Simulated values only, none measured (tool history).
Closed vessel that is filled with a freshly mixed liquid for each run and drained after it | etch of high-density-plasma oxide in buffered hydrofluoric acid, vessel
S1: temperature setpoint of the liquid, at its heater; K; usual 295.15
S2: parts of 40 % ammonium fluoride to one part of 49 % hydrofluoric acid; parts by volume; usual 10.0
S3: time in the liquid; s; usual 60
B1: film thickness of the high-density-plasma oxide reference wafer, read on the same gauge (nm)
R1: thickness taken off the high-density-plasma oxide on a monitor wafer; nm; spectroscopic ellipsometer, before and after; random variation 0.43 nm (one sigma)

run    hour      S1    S2  S3     B1      R1
  1     0.0  295.15  10.0  80  69.99  116.98
  2    45.6  295.15  10.0  80  69.98  116.68
  3    85.7  292.15  10.0  50  69.99   61.09
  4   178.1  291.15   9.0  60  69.94   74.81
  5   235.7  291.15   9.0  60  70.02   74.33
  6   336.0  291.15   9.0  60  69.99   74.21
  7   412.8  295.15  10.0  60  69.99   86.61
  8   514.3  295.15  10.0  60  69.99   86.30
  9   560.6  295.15  10.0  60  70.02   86.50
 10   647.0  295.15  10.0  60  70.01   85.87
      723.1  -- hydrofluoric acid flow meter replaced
 11   751.3  295.15  10.0  60  69.99   87.64
 12   852.1  295.15  10.0  60  69.99   88.76
 13   946.8  292.65  10.0  60  69.98   75.94
 14  1036.0  291.65   8.0  80  70.00  116.62
 15  1165.1  291.15  11.5  30  69.97   30.48
 16  1229.6  296.65  11.5  80  70.01  108.89
     1284.0  -- thermometer replaced
     1475.1  -- gauge calibrated
 17  1540.8  292.15   8.0  30  69.98   44.20
 18  1599.0  290.65   6.0  40  69.97   71.77
 19  1685.9  296.65   8.5  90  69.96  160.81
 20  1771.9  296.65  10.0  75  69.99  116.47
 21  1839.4  295.15  10.0  60  69.98   86.06
 22  1913.5  300.15   6.5  60  70.00  169.20
 23  2005.4  295.15  10.0  45  69.95   64.69
 24  2110.0  295.15  10.0  30  69.99   42.98
     2180.4  -- hydrofluoric acid flow meter replaced
 25  2330.7  295.15   6.5  30  70.04   65.28
 26  2381.1  298.15   7.0  50  69.97  121.59
 27  2427.2  295.15  10.0  60  69.98   87.28
 28  2478.5  295.15  12.5  30  70.02   35.04
 29  2562.6  291.15  13.5  70  70.01   61.21
 30  2789.0  295.15  10.0  60  69.99   86.33

Hidden state or all else? Some run-to-run changes of R1, split into what the settings, what came in and random variation would give without the hidden state, and what is left for the hidden state (with any gauge scatter that isn't in both results):
The hidden state here: liquid colder than its thermometer reads (K); hydrofluoric acid flow below the setpoint (%); gauge reads high (%).
Run 10 -> 11: hydrofluoric acid flow meter replaced. R1 +1.77 nm: hidden state +1.94, all else -0.17.
Run 14 -> 15: S1 291.65 -> 291.15, S2 8.0 -> 11.5, S3 80 -> 30. R1 -86.14 nm: hidden state +0.68, all else -86.82.
Run 18 -> 19: S1 290.65 -> 296.65, S2 6.0 -> 8.5, S3 40 -> 90. R1 +89.04 nm: hidden state -2.34, all else +91.38.
Run 22 -> 23: S1 300.15 -> 295.15, S2 6.5 -> 10.0, S3 60 -> 45. R1 -104.51 nm: hidden state +1.91, all else -106.42.
